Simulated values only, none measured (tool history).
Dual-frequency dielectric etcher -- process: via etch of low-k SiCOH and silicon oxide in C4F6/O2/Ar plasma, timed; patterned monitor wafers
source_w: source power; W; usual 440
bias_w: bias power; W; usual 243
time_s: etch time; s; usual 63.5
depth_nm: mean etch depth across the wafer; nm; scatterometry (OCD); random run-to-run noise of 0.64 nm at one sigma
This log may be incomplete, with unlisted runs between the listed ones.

run     day  source_w  bias_w  time_s  wafers since the last listed run  hours since the last wet clean  hours since the last source power generator calibration  hours since the last bias power generator calibration  hours since the last upper electrode change  hours since the gauge calibration  read-back reference wafer on the same gauge, depth_nm  depth_nm
  1       0       400     243    63.5                                 0                           370.3                                                   4233.1                                                 2853.5                                         5859                               71.7                                                  216.1     181.7
  2   0.475       400     243    63.5                               153                           381.7                                                   4244.5                                                 2864.9                                       5870.4                               83.1                                                  215.9     181.4
  3   1.062       440     243    63.5                               189                           395.8                                                   4258.6                                                   2879                                       5884.5                               97.2                                                    216     190.5
  4   1.596       440     243    63.5                               172                           408.6                                                   4271.4                                                 2891.8                                       5897.3                                110                                                    216       190
  5   2.071       440     243    63.5                               153                             420                                                   4282.8                                                 2903.2                                       5908.7                              121.4                                                    216     190.2
  6   2.642       440     243    63.5                               184                           433.7                                                   4296.5                                                 2916.9                                       5922.4                              135.1                                                  216.3       190
  7   3.192       520     223    63.5                               177                           446.9                                                   4309.7                                                 2930.1                                       5935.6                              148.3                                                    216     197.6
  8   3.692       520     223    63.5                               161                           458.9                                                   4321.7                                                 2942.1                                       5947.6                              160.3                                                    216       196
  9   4.262       440     243    63.5                               184                           472.6                                                   4335.4                                                 2955.8                                       5961.3                                174                                                  216.1     189.8
      5.046  -- source power generator calibrated
      5.571  -- bias power generator calibrated
      5.946  -- upper electrode replaced
 10   5.967       440     243    63.5                               321                           513.5                                                     22.1                                                    9.5                                          0.5                              214.9                                                  216.1     189.9
      6.117  -- gauge calibrated
      7.383  -- wet clean of the chamber
 11   7.404       440     243    63.5                               141                             0.5                                                     56.6                                                     44                                           35                               30.9                                                  216.1     189.9
 12   7.417       440     243    63.5                                 4                             0.8                                                     56.9                                                   44.3                                         35.3                               31.2                                                    216     189.6
 13     7.7       440     243    63.5                                91                             7.6                                                     63.7                                                   51.1                                         42.1                                 38                                                    216     189.8
 14   8.079       500     282    56.5                               122                            16.7                                                     72.8                                                   60.2                                         51.2                               47.1                                                  216.2       194
 15   8.467       330     204      57                               125                              26                                                     82.1                                                   69.5                                         60.5                               56.4                                                    216     132.9
 16   9.038       440     243    63.5                               184                            39.7                                                     95.8                                                   83.2                                         74.2                               70.1                                                    216     189.8
 17   9.312       400     243    63.5                                88                            46.3                                                    102.4                                                   89.8                                         80.8                               76.7                                                  216.1     180.4
 18   9.821       480     261    63.5                               164                            58.5                                                    114.6                                                    102                                           93                               88.9                                                  216.3       206
 19  10.442       350     220    54.5                               200                            73.4                                                    129.5                                                  116.9                                        107.9                              103.8                                                    216     137.1
 20  10.862       370     293      79                               135                            83.5                                                    139.6                                                    127                                          118                              113.9                                                  216.1     239.5
 21    11.2       490     202      49                               108                            91.6                                                    147.7                                                  135.1                                        126.1                                122                                                  215.9     140.1
 22  11.754       380     213    76.5                               178                           104.9                                                      161                                                  148.4                                        139.4                              135.3                                                  216.1     197.7
 23  12.492       440     207      80                               238                           122.6                                                    178.7                                                  166.1                                        157.1                                153                                                  215.9     220.1

Forecast each of these 5 alternatives for the next run:
  A  12.508       440     188    63.5                                 5                             123                                                    179.1                                                  166.5                                        157.5                              153.4                                                      ?         ?
  B  12.508       470     243    63.5                                 5                             123                                                    179.1                                                  166.5                                        157.5                              153.4                                                      ?         ?
  C  12.508       440     259    63.5                                 5                             123                                                    179.1                                                  166.5                                        157.5                              153.4                                                      ?         ?
  D  12.508       440     243      51                                 5                             123                                                    179.1                                                  166.5                                        157.5                              153.4                                                      ?         ?
  E  12.508       380     291    58.5                                 5                             123                                                    179.1                                                  166.5                                        157.5                              153.4                                                      ?         ?

run  read-back reference wafer on the same gauge, depth_nm  depth_nm
  A                                                    216     164.3
  B                                                    216     195.8
  C                                                    216     196.2
  D                                                    216     152.3
  E                                                    216     178.6
Take away the tool's hidden state, keep each run's random variation, and the runs would have read:
run  depth_nm
  A     164.3
  B     195.8
  C     196.2
  D     152.3
  E     178.6

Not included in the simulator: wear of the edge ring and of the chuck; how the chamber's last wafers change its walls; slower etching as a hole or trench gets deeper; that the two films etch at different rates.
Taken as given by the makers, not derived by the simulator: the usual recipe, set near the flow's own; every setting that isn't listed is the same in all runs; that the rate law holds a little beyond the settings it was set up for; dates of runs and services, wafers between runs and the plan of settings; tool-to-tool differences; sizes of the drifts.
